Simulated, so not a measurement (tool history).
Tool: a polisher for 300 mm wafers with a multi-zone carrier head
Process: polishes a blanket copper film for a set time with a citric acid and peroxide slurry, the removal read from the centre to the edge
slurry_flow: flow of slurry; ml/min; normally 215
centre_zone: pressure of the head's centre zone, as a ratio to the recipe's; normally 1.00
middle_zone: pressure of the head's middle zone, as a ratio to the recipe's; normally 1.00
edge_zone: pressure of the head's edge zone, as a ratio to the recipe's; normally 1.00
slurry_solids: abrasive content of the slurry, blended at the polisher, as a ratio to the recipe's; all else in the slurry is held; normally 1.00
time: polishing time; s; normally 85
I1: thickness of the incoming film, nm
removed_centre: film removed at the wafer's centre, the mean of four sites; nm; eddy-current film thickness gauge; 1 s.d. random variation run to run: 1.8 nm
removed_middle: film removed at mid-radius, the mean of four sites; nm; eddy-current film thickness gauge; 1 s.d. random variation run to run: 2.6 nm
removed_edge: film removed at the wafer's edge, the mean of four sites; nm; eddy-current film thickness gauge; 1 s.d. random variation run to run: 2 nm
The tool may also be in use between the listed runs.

run 1 hour=0.0 | slurry_flow=240 centre_zone=0.89 middle_zone=1.00 edge_zone=0.92 slurry_solids=1.00 time=56 | I1=1094.3 | removed_centre=166.2 removed_middle=183.4 removed_edge=176.4
run 2 hour=80.5 | slurry_flow=215 centre_zone=1.00 middle_zone=1.09 edge_zone=1.00 slurry_solids=1.00 time=85 | I1=1106.3 | removed_centre=280.5 removed_middle=293.8 removed_edge=278.0
run 3 hour=148.2 | slurry_flow=215 centre_zone=1.10 middle_zone=1.00 edge_zone=1.00 slurry_solids=1.00 time=85 | I1=1096.0 | removed_centre=308.5 removed_middle=269.9 removed_edge=278.4
run 4 hour=254.9 | slurry_flow=215 centre_zone=1.00 middle_zone=1.03 edge_zone=1.00 slurry_solids=1.00 time=85 | I1=1095.2 | removed_centre=278.0 removed_middle=279.9 removed_edge=275.2
run 5 hour=297.0 | slurry_flow=215 centre_zone=1.00 middle_zone=0.90 edge_zone=1.00 slurry_solids=1.00 time=103 | I1=1093.4 | removed_centre=337.7 removed_middle=295.5 removed_edge=330.7
run 6 hour=350.7 | slurry_flow=190 centre_zone=0.96 middle_zone=1.00 edge_zone=0.93 slurry_solids=0.80 time=85 | I1=1102.1 | removed_centre=254.7 removed_middle=258.9 removed_edge=253.3
run 7 hour=404.1 | slurry_flow=215 centre_zone=1.00 middle_zone=1.00 edge_zone=0.94 slurry_solids=1.00 time=85 | I1=1109.5 | removed_centre=279.7 removed_middle=273.2 removed_edge=265.9
-- hour=412.8 carrier head's membrane replaced by a new one
-- hour=432.3 worn pad replaced by a new one
run 8 hour=498.6 | slurry_flow=165 centre_zone=1.00 middle_zone=0.96 edge_zone=0.89 slurry_solids=1.00 time=85 | I1=1120.1 | removed_centre=273.0 removed_middle=254.7 removed_edge=258.9
run 9 hour=604.1 | slurry_flow=215 centre_zone=1.08 middle_zone=1.00 edge_zone=0.89 slurry_solids=0.90 time=85 | I1=1119.6 | removed_centre=301.0 removed_middle=271.8 removed_edge=257.1
-- hour=691.1 slurry nozzle cleaned
run 10 hour=696.9 | slurry_flow=215 centre_zone=1.00 middle_zone=1.06 edge_zone=1.00 slurry_solids=1.00 time=85 | I1=1115.5 | removed_centre=284.0 removed_middle=283.1 removed_edge=275.6
run 11 hour=772.4 | slurry_flow=155 centre_zone=1.00 middle_zone=1.00 edge_zone=1.07 slurry_solids=1.00 time=85 | I1=1097.0 | removed_centre=267.8 removed_middle=260.7 removed_edge=276.5
-- hour=785.7 edge zone pressure recalibrated
run 12 hour=844.9 | slurry_flow=215 centre_zone=1.00 middle_zone=1.00 edge_zone=1.00 slurry_solids=1.00 time=85 | I1=1104.4 | removed_centre=280.9 removed_middle=270.0 removed_edge=277.2
run 13 hour=920.1 | slurry_flow=215 centre_zone=1.00 middle_zone=1.00 edge_zone=1.12 slurry_solids=1.00 time=85 | I1=1084.9 | removed_centre=278.7 removed_middle=267.3 removed_edge=285.5
run 14 hour=971.8 | slurry_flow=215 centre_zone=1.00 middle_zone=1.00 edge_zone=1.00 slurry_solids=1.00 time=85 | I1=1103.0 | removed_centre=277.5 removed_middle=263.3 removed_edge=269.9
-- hour=1019.6 worn pad replaced by a new one
-- hour=1032.2 centre zone pressure recalibrated
run 15 hour=1072.4 | slurry_flow=255 centre_zone=1.00 middle_zone=1.00 edge_zone=1.00 slurry_solids=1.00 time=106 | I1=1103.1 | removed_centre=355.6 removed_middle=348.3 removed_edge=351.4
run 16 hour=1115.1 | slurry_flow=215 centre_zone=1.04 middle_zone=1.00 edge_zone=0.96 slurry_solids=0.80 time=85 | I1=1095.2 | removed_centre=281.5 removed_middle=268.3 removed_edge=271.0
run 17 hour=1218.8 | slurry_flow=245 centre_zone=1.00 middle_zone=1.00 edge_zone=1.00 slurry_solids=1.00 time=85 | I1=1082.1 | removed_centre=279.1 removed_middle=277.2 removed_edge=283.5
-- hour=1307.7 slurry nozzle cleaned
run 18 hour=1385.9 | slurry_flow=160 centre_zone=1.00 middle_zone=1.00 edge_zone=1.08 slurry_solids=0.85 time=111 | I1=1103.9 | removed_centre=343.5 removed_middle=335.1 removed_edge=362.1
run 19 hour=1454.4 | slurry_flow=215 centre_zone=1.00 middle_zone=1.05 edge_zone=0.90 slurry_solids=1.00 time=85 | I1=1091.8 | removed_centre=277.6 removed_middle=279.7 removed_edge=263.6
run 20 hour=1522.1 | slurry_flow=180 centre_zone=1.00 middle_zone=0.89 edge_zone=1.00 slurry_solids=1.30 time=57 | I1=1096.9 | removed_centre=187.0 removed_middle=166.0 removed_edge=188.0

5 options for the next run, each taken on its own from the tool as it stands now. Forecast them:
run A hour=1522.5 | slurry_flow=215 centre_zone=1.00 middle_zone=1.00 edge_zone=1.00 slurry_solids=1.00 time=85 | I1=1102.7 | removed_centre=? removed_middle=? removed_edge=?
run B hour=1522.5 | slurry_flow=215 centre_zone=1.00 middle_zone=1.00 edge_zone=1.12 slurry_solids=0.90 time=114 | I1=1102.7 | removed_centre=? removed_middle=? removed_edge=?
run C hour=1522.5 | slurry_flow=215 centre_zone=1.00 middle_zone=1.11 edge_zone=1.10 slurry_solids=1.15 time=85 | I1=1102.7 | removed_centre=? removed_middle=? removed_edge=?
run D hour=1522.5 | slurry_flow=215 centre_zone=1.00 middle_zone=1.00 edge_zone=1.04 slurry_solids=1.00 time=85 | I1=1102.7 | removed_centre=? removed_middle=? removed_edge=?
run E hour=1522.5 | slurry_flow=285 centre_zone=1.03 middle_zone=1.00 edge_zone=1.00 slurry_solids=1.20 time=85 | I1=1102.7 | removed_centre=? removed_middle=? removed_edge=?

run=A removed_centre=278.2 removed_middle=271.1 removed_edge=272.0
run=B removed_centre=368.6 removed_middle=359.1 removed_edge=381.2
run=C removed_centre=283.2 removed_middle=301.3 removed_edge=289.6
run=D removed_centre=278.2 removed_middle=271.1 removed_edge=277.2
run=E removed_centre=302.1 removed_middle=284.8 removed_edge=283.9
With no hidden state in the tool, these same runs would have given:
run=A removed_centre=277.7 removed_middle=277.2 removed_edge=278.1
run=B removed_centre=368.0 removed_middle=367.3 removed_edge=389.9
run=C removed_centre=282.8 removed_middle=308.2 removed_edge=296.2
run=D removed_centre=277.7 removed_middle=277.2 removed_edge=283.5
run=E removed_centre=301.6 removed_middle=291.3 removed_edge=290.4
